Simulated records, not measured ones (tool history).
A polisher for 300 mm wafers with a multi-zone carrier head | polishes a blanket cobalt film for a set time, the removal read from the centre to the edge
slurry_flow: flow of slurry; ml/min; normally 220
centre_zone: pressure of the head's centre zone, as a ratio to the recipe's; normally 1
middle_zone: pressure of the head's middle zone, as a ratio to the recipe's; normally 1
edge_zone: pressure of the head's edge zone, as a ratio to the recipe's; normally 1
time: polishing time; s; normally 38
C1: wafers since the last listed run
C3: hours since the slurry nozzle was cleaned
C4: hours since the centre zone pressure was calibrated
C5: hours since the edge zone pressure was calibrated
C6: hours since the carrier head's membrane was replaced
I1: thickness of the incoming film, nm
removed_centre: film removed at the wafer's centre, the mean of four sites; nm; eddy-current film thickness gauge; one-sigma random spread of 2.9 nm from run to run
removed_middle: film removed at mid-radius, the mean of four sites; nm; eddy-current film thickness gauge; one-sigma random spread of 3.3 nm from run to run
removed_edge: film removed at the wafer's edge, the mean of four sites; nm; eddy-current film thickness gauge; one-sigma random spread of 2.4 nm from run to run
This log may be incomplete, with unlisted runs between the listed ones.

{"run": 1, "day": 0.0, "slurry_flow": 220, "centre_zone": 1, "middle_zone": 1.05, "edge_zone": 1, "time": 38, "C1": 0, "wafers polished on this pad": 4443, "C3": 76, "C4": 59.6, "C5": 623.1, "C6": 578.1, "I1": 671.1, "removed_centre": 196.2, "removed_middle": 208, "removed_edge": 196.3}
{"run": 2, "day": 2.721, "slurry_flow": 220, "centre_zone": 1, "middle_zone": 0.9, "edge_zone": 1.08, "time": 38, "C1": 485, "wafers polished on this pad": 4929, "C3": 141.3, "C4": 124.9, "C5": 688.4, "C6": 643.4, "I1": 668.2, "removed_centre": 193.2, "removed_middle": 178.6, "removed_edge": 193.1}
{"run": 3, "day": 5.079, "slurry_flow": 220, "centre_zone": 1, "middle_zone": 1, "edge_zone": 1, "time": 38, "C1": 420, "wafers polished on this pad": 5350, "C3": 197.9, "C4": 181.5, "C5": 745, "C6": 700, "I1": 670.7, "removed_centre": 190.6, "removed_middle": 190.3, "removed_edge": 187.3}
{"day": 7.4, "done": "edge zone pressure recalibrated"}
{"run": 4, "day": 9.488, "slurry_flow": 220, "centre_zone": 1.07, "middle_zone": 0.96, "edge_zone": 1.07, "time": 38, "C1": 771, "wafers polished on this pad": 6122, "C3": 303.7, "C4": 287.3, "C5": 50.1, "C6": 805.8, "I1": 663, "removed_centre": 201.8, "removed_middle": 181.5, "removed_edge": 189.2}
{"day": 10.638, "done": "worn pad replaced by a new one"}
{"day": 14.483, "done": "carrier head's membrane replaced by a new one"}
{"run": 5, "day": 21.183, "slurry_flow": 220, "centre_zone": 0.91, "middle_zone": 0.96, "edge_zone": 1, "time": 38, "C1": 2020, "wafers polished on this pad": 1845, "C3": 584.4, "C4": 568, "C5": 330.8, "C6": 160.8, "I1": 679.3, "removed_centre": 190.7, "removed_middle": 205.1, "removed_edge": 206.2}
{"run": 6, "day": 22.921, "slurry_flow": 220, "centre_zone": 1, "middle_zone": 1.08, "edge_zone": 0.91, "time": 48, "C1": 310, "wafers polished on this pad": 2155, "C3": 626.1, "C4": 609.7, "C5": 372.5, "C6": 202.5, "I1": 674.4, "removed_centre": 263.3, "removed_middle": 285.1, "removed_edge": 247.8}
{"run": 7, "day": 25.675, "slurry_flow": 220, "centre_zone": 1, "middle_zone": 1, "edge_zone": 1, "time": 28, "C1": 491, "wafers polished on this pad": 2646, "C3": 692.2, "C4": 675.8, "C5": 438.6, "C6": 268.6, "I1": 664.1, "removed_centre": 154.9, "removed_middle": 155.5, "removed_edge": 150.7}
{"day": 28.821, "done": "centre zone pressure recalibrated"}
{"run": 8, "day": 29.358, "slurry_flow": 220, "centre_zone": 1, "middle_zone": 1, "edge_zone": 1, "time": 46, "C1": 642, "wafers polished on this pad": 3289, "C3": 780.6, "C4": 12.9, "C5": 527, "C6": 357, "I1": 679.2, "removed_centre": 253.7, "removed_middle": 248.7, "removed_edge": 242.1}
{"day": 30.454, "done": "slurry nozzle cleaned"}
{"run": 9, "day": 31.538, "slurry_flow": 220, "centre_zone": 1.04, "middle_zone": 1.1, "edge_zone": 1, "time": 47, "C1": 381, "wafers polished on this pad": 3670, "C3": 26, "C4": 65.2, "C5": 579.3, "C6": 409.3, "I1": 683.8, "removed_centre": 265.9, "removed_middle": 276.8, "removed_edge": 247.5}
{"run": 10, "day": 33.454, "slurry_flow": 220, "centre_zone": 1, "middle_zone": 1.08, "edge_zone": 0.91, "time": 48, "C1": 342, "wafers polished on this pad": 4012, "C3": 72, "C4": 111.2, "C5": 625.3, "C6": 455.3, "I1": 667.6, "removed_centre": 255.7, "removed_middle": 267.5, "removed_edge": 238.3}
{"run": 11, "day": 37.946, "slurry_flow": 190, "centre_zone": 1, "middle_zone": 1, "edge_zone": 1, "time": 45, "C1": 801, "wafers polished on this pad": 4814, "C3": 179.8, "C4": 219, "C5": 733.1, "C6": 563.1, "I1": 666.2, "removed_centre": 231.5, "removed_middle": 232.6, "removed_edge": 221.5}
{"run": 12, "day": 41.292, "slurry_flow": 220, "centre_zone": 1, "middle_zone": 1.04, "edge_zone": 1, "time": 38, "C1": 597, "wafers polished on this pad": 5411, "C3": 260.1, "C4": 299.3, "C5": 813.4, "C6": 643.4, "I1": 676.1, "removed_centre": 198.8, "removed_middle": 201.9, "removed_edge": 191.3}
{"day": 42.992, "done": "edge zone pressure recalibrated"}
{"run": 13, "day": 44.492, "slurry_flow": 220, "centre_zone": 1, "middle_zone": 1, "edge_zone": 1, "time": 38, "C1": 556, "wafers polished on this pad": 5967, "C3": 336.9, "C4": 376.1, "C5": 36, "C6": 720.2, "I1": 675.9, "removed_centre": 195.7, "removed_middle": 195.1, "removed_edge": 190.3}
{"day": 46.967, "done": "worn pad replaced by a new one"}
{"run": 14, "day": 48.258, "slurry_flow": 220, "centre_zone": 1, "middle_zone": 0.93, "edge_zone": 0.94, "time": 43, "C1": 642, "wafers polished on this pad": 230, "C3": 427.3, "C4": 466.5, "C5": 126.4, "C6": 810.6, "I1": 668.1, "removed_centre": 245.5, "removed_middle": 233.2, "removed_edge": 239}
{"run": 15, "day": 56.671, "slurry_flow": 220, "centre_zone": 1, "middle_zone": 0.9, "edge_zone": 0.9, "time": 44, "C1": 1501, "wafers polished on this pad": 1731, "C3": 629.2, "C4": 668.4, "C5": 328.3, "C6": 1012.5, "I1": 680.5, "removed_centre": 247.6, "removed_middle": 220.5, "removed_edge": 231.1}
{"day": 57.975, "done": "carrier head's membrane replaced by a new one"}
{"run": 16, "day": 59.046, "slurry_flow": 265, "centre_zone": 1, "middle_zone": 1, "edge_zone": 1, "time": 38, "C1": 386, "wafers polished on this pad": 2118, "C3": 686.2, "C4": 725.4, "C5": 385.3, "C6": 25.7, "I1": 671.2, "removed_centre": 218.3, "removed_middle": 215.4, "removed_edge": 212.6}
{"run": 17, "day": 60.958, "slurry_flow": 280, "centre_zone": 1, "middle_zone": 1, "edge_zone": 1, "time": 38, "C1": 341, "wafers polished on this pad": 2459, "C3": 732.1, "C4": 771.3, "C5": 431.2, "C6": 71.6, "I1": 670.7, "removed_centre": 216.3, "removed_middle": 215.6, "removed_edge": 211.7}
{"run": 18, "day": 62.512, "slurry_flow": 220, "centre_zone": 1, "middle_zone": 1.04, "edge_zone": 1, "time": 43, "C1": 277, "wafers polished on this pad": 2737, "C3": 769.4, "C4": 808.6, "C5": 468.5, "C6": 108.9, "I1": 669.2, "removed_centre": 233.5, "removed_middle": 244.5, "removed_edge": 229.7}
{"day": 65.104, "done": "centre zone pressure recalibrated"}
{"run": 19, "day": 66.7, "slurry_flow": 220, "centre_zone": 1, "middle_zone": 1, "edge_zone": 1, "time": 38, "C1": 732, "wafers polished on this pad": 3469, "C3": 869.9, "C4": 38.3, "C5": 569, "C6": 209.4, "I1": 672.4, "removed_centre": 204.7, "removed_middle": 203.4, "removed_edge": 198.9}

What will run 20 give?
{"day": 67.629, "done": "slurry nozzle cleaned"}
{"day": 73.5, "done": "edge zone pressure recalibrated"}
{"run": 20, "day": 75.662, "slurry_flow": 220, "centre_zone": 1, "middle_zone": 1.12, "edge_zone": 1, "time": 38, "C1": 1577, "wafers polished on this pad": 5046, "C3": 192.8, "C4": 253.4, "C5": 51.9, "C6": 424.5, "I1": 662.7, "removed_centre": "?", "removed_middle": "?", "removed_edge": "?"}

{"run 20": {"removed_centre": 199.6, "removed_middle": 216.7, "removed_edge": 189.6}}
On a tool with no hidden condition, and with the same random variation, this run would have come out at removed_centre 221.5 nm, removed_middle 240.5 nm, removed_edge 210.4 nm.

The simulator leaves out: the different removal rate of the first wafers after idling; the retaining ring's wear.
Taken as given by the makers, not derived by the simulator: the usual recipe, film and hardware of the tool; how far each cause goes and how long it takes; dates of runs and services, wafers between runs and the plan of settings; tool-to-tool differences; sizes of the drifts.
